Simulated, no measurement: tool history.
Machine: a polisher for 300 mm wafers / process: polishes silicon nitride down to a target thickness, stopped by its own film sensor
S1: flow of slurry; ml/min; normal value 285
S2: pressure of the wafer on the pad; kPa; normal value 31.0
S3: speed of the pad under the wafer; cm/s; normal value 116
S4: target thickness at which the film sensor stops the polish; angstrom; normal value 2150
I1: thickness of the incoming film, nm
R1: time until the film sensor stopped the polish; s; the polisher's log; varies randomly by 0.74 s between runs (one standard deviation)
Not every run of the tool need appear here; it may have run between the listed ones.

| run | hour | S1 | S2 | S3 | S4 | I1 | R1 |
|---|---|---|---|---|---|---|---|
| 1 | 0.0 | 285 | 31.0 | 126 | 2150 | 359.3 | 59.6 |
| 2 | 14.5 | 285 | 31.0 | 116 | 2150 | 361.2 | 63.2 |
| 3 | 37.5 | 285 | 31.0 | 116 | 2150 | 360.4 | 63.8 |
|  | 49.3 | slurry nozzle cleaned |
|  | 73.1 | worn pad replaced by a new one |
| 4 | 114.0 | 285 | 34.5 | 116 | 2150 | 357.7 | 56.0 |
| 5 | 132.0 | 285 | 34.5 | 116 | 2150 | 353.6 | 52.8 |
| 6 | 157.2 | 285 | 31.0 | 116 | 2150 | 359.1 | 61.4 |
| 7 | 186.0 | 285 | 31.0 | 116 | 2150 | 362.7 | 63.7 |
| 8 | 217.9 | 285 | 31.0 | 116 | 2150 | 363.7 | 63.7 |
| 9 | 232.1 | 285 | 31.0 | 116 | 2150 | 359.4 | 61.5 |
|  | 249.6 | worn pad replaced by a new one |
| 10 | 258.0 | 285 | 31.0 | 116 | 2150 | 355.1 | 58.6 |
| 11 | 287.6 | 285 | 31.0 | 116 | 2150 | 367.5 | 64.7 |
| 12 | 308.7 | 285 | 31.0 | 116 | 1770 | 359.1 | 76.7 |
| 13 | 330.5 | 285 | 31.0 | 116 | 2150 | 364.1 | 62.8 |
| 14 | 343.7 | 285 | 37.2 | 116 | 2150 | 362.9 | 52.9 |
| 15 | 361.4 | 285 | 37.2 | 116 | 2150 | 353.3 | 48.9 |
| 16 | 380.5 | 285 | 31.0 | 116 | 2020 | 360.5 | 67.0 |
| 17 | 405.5 | 285 | 31.0 | 116 | 2020 | 357.5 | 62.5 |
|  | 412.2 | worn pad replaced by a new one |
| 18 | 436.2 | 285 | 40.0 | 90 | 2150 | 358.8 | 58.1 |
| 19 | 452.4 | 285 | 37.2 | 116 | 2150 | 358.6 | 49.4 |
| 20 | 477.8 | 285 | 31.0 | 116 | 2150 | 364.1 | 61.4 |
| 21 | 505.8 | 210 | 31.0 | 116 | 2150 | 356.1 | 59.8 |
|  | 512.7 | slurry nozzle cleaned |
| 22 | 523.9 | 285 | 31.0 | 116 | 2150 | 355.4 | 57.9 |
| 23 | 544.2 | 225 | 22.1 | 144 | 1660 | 359.2 | 90.1 |
|  | 557.1 | worn pad replaced by a new one |
| 24 | 559.0 | 285 | 31.0 | 134 | 2590 | 355.2 | 34.6 |
| 25 | 573.7 | 285 | 31.0 | 116 | 1970 | 363.8 | 65.7 |
| 26 | 614.2 | 215 | 25.5 | 98 | 2150 | 361.5 | 82.4 |
|  | 635.2 | head pressure recalibrated |
| 27 | 646.6 | 215 | 39.3 | 102 | 2580 | 362.8 | 41.7 |
| 28 | 671.8 | 310 | 31.0 | 82 | 2150 | 361.0 | 84.0 |
| 29 | 704.4 | 285 | 31.0 | 116 | 2150 | 363.6 | 64.3 |
|  | 711.7 | worn pad replaced by a new one |
| 30 | 728.8 | 285 | 31.0 | 88 | 2150 | 366.9 | 82.4 |
| 31 | 743.0 | 330 | 31.0 | 88 | 2560 | 360.5 | 57.5 |
| 32 | 766.9 | 215 | 35.2 | 116 | 2380 | 363.0 | 50.1 |
| 33 | 797.0 | 285 | 31.0 | 116 | 2150 | 359.6 | 63.1 |
| 34 | 831.5 | 285 | 37.2 | 116 | 2150 | 361.8 | 53.4 |
| 35 | 848.3 | 230 | 31.0 | 116 | 2550 | 359.2 | 46.9 |

5 options for the next run, each taken on its own from the tool as it stands now. Forecast them:
| A | 848.7 | 285 | 31.0 | 116 | 2150 | 357.8 | ? |
| B | 848.7 | 220 | 24.8 | 116 | 2150 | 357.8 | ? |
| C | 848.7 | 185 | 20.7 | 116 | 2150 | 357.8 | ? |
| D | 848.7 | 320 | 31.0 | 116 | 2150 | 357.8 | ? |
| E | 848.7 | 315 | 35.9 | 116 | 2150 | 357.8 | ? |

| run | R1 |
|---|---|
| A | 62.2 |
| B | 77.8 |
| C | 93.1 |
| D | 61.5 |
| E | 54.1 |
Stripped of hidden state, with their random variation kept, the same runs would have yielded:
| run | R1 |
|---|---|
| A | 62.6 |
| B | 78.4 |
| C | 93.8 |
| D | 61.9 |
| E | 54.5 |

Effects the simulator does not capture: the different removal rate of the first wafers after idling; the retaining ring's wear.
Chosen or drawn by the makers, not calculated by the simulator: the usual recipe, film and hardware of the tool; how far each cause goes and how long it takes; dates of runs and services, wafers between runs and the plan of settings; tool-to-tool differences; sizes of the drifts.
